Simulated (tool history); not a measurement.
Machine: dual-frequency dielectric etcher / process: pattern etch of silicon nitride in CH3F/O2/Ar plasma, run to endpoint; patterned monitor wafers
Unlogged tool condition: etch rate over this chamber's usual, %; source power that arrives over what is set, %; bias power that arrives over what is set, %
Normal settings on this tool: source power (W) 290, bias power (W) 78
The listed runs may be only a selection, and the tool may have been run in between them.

| run | hour | source power (W) | bias power (W) | wafers since the last listed run | hours since the last wet clean | hours since the last source power generator calibration | hours since the last bias power generator calibration | hours since the last upper electrode change | incoming incoming film thickness, nm | endpoint time (s) |
|---|---|---|---|---|---|---|---|---|---|---|
| 1 | 0.0 | 260 | 78 | 0 | 8.0 | 4531.9 | 1916.0 | 3315.0 | 28.01 | 44.7 |
| 2 | 34.7 | 260 | 78 | 397 | 42.7 | 4566.6 | 1950.7 | 3349.7 | 28.36 | 45.3 |
| 3 | 66.5 | 290 | 78 | 364 | 74.5 | 4598.4 | 1982.5 | 3381.5 | 28.52 | 42.1 |
| 4 | 169.3 | 290 | 63 | 1176 | 177.3 | 4701.2 | 2085.3 | 3484.3 | 28.00 | 46.1 |
| 5 | 185.4 | 290 | 63 | 184 | 193.4 | 4717.3 | 2101.4 | 3500.4 | 28.36 | 46.8 |
| 6 | 206.4 | 290 | 78 | 240 | 214.4 | 4738.3 | 2122.4 | 3521.4 | 28.23 | 41.3 |
| 7 | 236.2 | 290 | 78 | 341 | 244.2 | 4768.1 | 2152.2 | 3551.2 | 28.49 | 41.3 |
| 8 | 269.5 | 290 | 78 | 381 | 277.5 | 4801.4 | 2185.5 | 3584.5 | 28.20 | 41.1 |
| 9 | 282.1 | 290 | 78 | 144 | 290.1 | 4814.0 | 2198.1 | 3597.1 | 28.36 | 40.9 |
| 10 | 310.5 | 290 | 78 | 325 | 318.5 | 4842.4 | 2226.5 | 3625.5 | 28.28 | 41.1 |
| 11 | 326.6 | 290 | 78 | 184 | 334.6 | 4858.5 | 2242.6 | 3641.6 | 28.32 | 41.0 |
| 12 | 349.3 | 290 | 78 | 259 | 357.3 | 4881.2 | 2265.3 | 3664.3 | 28.44 | 40.9 |
|  | 402.2 | wet clean of the chamber |
| 13 | 403.8 | 270 | 78 | 349 | 1.6 | 4935.7 | 2319.8 | 3718.8 | 28.16 | 43.6 |
|  | 416.8 | source power generator calibrated |
|  | 432.3 | bias power generator calibrated |
| 14 | 478.2 | 270 | 78 | 760 | 76.0 | 61.4 | 45.9 | 3793.2 | 28.31 | 43.8 |
| 15 | 495.4 | 290 | 73 | 196 | 93.2 | 78.6 | 63.1 | 3810.4 | 28.37 | 43.3 |
| 16 | 523.5 | 290 | 78 | 321 | 121.3 | 106.7 | 91.2 | 3838.5 | 28.29 | 41.7 |
| 17 | 557.4 | 290 | 78 | 388 | 155.2 | 140.6 | 125.1 | 3872.4 | 28.53 | 42.4 |
| 18 | 580.2 | 340 | 60 | 261 | 178.0 | 163.4 | 147.9 | 3895.2 | 28.41 | 43.8 |
| 19 | 613.1 | 250 | 68 | 376 | 210.9 | 196.3 | 180.8 | 3928.1 | 28.54 | 48.4 |
| 20 | 627.0 | 290 | 78 | 159 | 224.8 | 210.2 | 194.7 | 3942.0 | 28.40 | 41.2 |
| 21 | 685.9 | 250 | 70 | 674 | 283.7 | 269.1 | 253.6 | 4000.9 | 28.54 | 48.3 |
| 22 | 710.6 | 290 | 78 | 282 | 308.4 | 293.8 | 278.3 | 4025.6 | 27.96 | 40.4 |
| 23 | 739.0 | 230 | 97 | 325 | 336.8 | 322.2 | 306.7 | 4054.0 | 28.15 | 42.0 |
| 24 | 775.3 | 340 | 78 | 415 | 373.1 | 358.5 | 343.0 | 4090.3 | 28.75 | 37.7 |
|  | 817.9 | upper electrode replaced |
|  | 840.4 | wet clean of the chamber |
| 25 | 840.9 | 290 | 78 | 219 | 0.5 | 424.1 | 408.6 | 23.0 | 28.36 | 42.3 |
| 26 | 841.2 | 320 | 78 | 3 | 0.8 | 424.4 | 408.9 | 23.3 | 28.19 | 39.1 |
| 27 | 852.3 | 290 | 78 | 127 | 11.9 | 435.5 | 420.0 | 34.4 | 28.25 | 42.8 |
| 28 | 873.9 | 340 | 78 | 247 | 33.5 | 457.1 | 441.6 | 56.0 | 28.53 | 38.7 |
| 29 | 896.3 | 340 | 94 | 256 | 55.9 | 479.5 | 464.0 | 78.4 | 28.35 | 34.4 |
| 30 | 913.7 | 340 | 89 | 199 | 73.3 | 496.9 | 481.4 | 95.8 | 28.30 | 35.7 |
| 31 | 937.9 | 290 | 78 | 277 | 97.5 | 521.1 | 505.6 | 120.0 | 28.20 | 42.6 |
| 32 | 1045.6 | 350 | 78 | 1233 | 205.2 | 628.8 | 613.3 | 227.7 | 28.24 | 36.8 |
| 33 | 1080.3 | 290 | 78 | 397 | 239.9 | 663.5 | 648.0 | 262.4 | 28.43 | 41.2 |
| 34 | 1113.0 | 340 | 70 | 374 | 272.6 | 696.2 | 680.7 | 295.1 | 28.20 | 39.5 |
| 35 | 1130.7 | 330 | 88 | 202 | 290.3 | 713.9 | 698.4 | 312.8 | 28.03 | 35.3 |
| 36 | 1158.1 | 230 | 71 | 313 | 317.7 | 741.3 | 725.8 | 340.2 | 28.22 | 50.5 |

A few steps of endpoint time (s) between consecutive runs. Split each: what settings, incoming material and random variation would produce without the hidden state, and what is left over for the hidden state, along with gauge scatter present in only one of the two compared results (measured, and without hidden state):
Run 12 -> 13: source power (W) 290 -> 270, wet clean of the chamber. endpoint time (s) +2.7: hidden state +1.6, all else +1.1.
Run 19 -> 20: source power (W) 250 -> 290, bias power (W) 68 -> 78. endpoint time (s) -7.2: hidden state +0.0, all else -7.2.
Run 21 -> 22: source power (W) 250 -> 290, bias power (W) 70 -> 78. endpoint time (s) -7.9: hidden state +0.2, all else -8.1.
Run 24 -> 25: source power (W) 340 -> 290, upper electrode replaced, wet clean of the chamber. endpoint time (s) +4.6: hidden state +1.8, all else +2.8.
Run 35 -> 36: source power (W) 330 -> 230, bias power (W) 88 -> 71. endpoint time (s) +15.2: hidden state -0.7, all else +15.9.
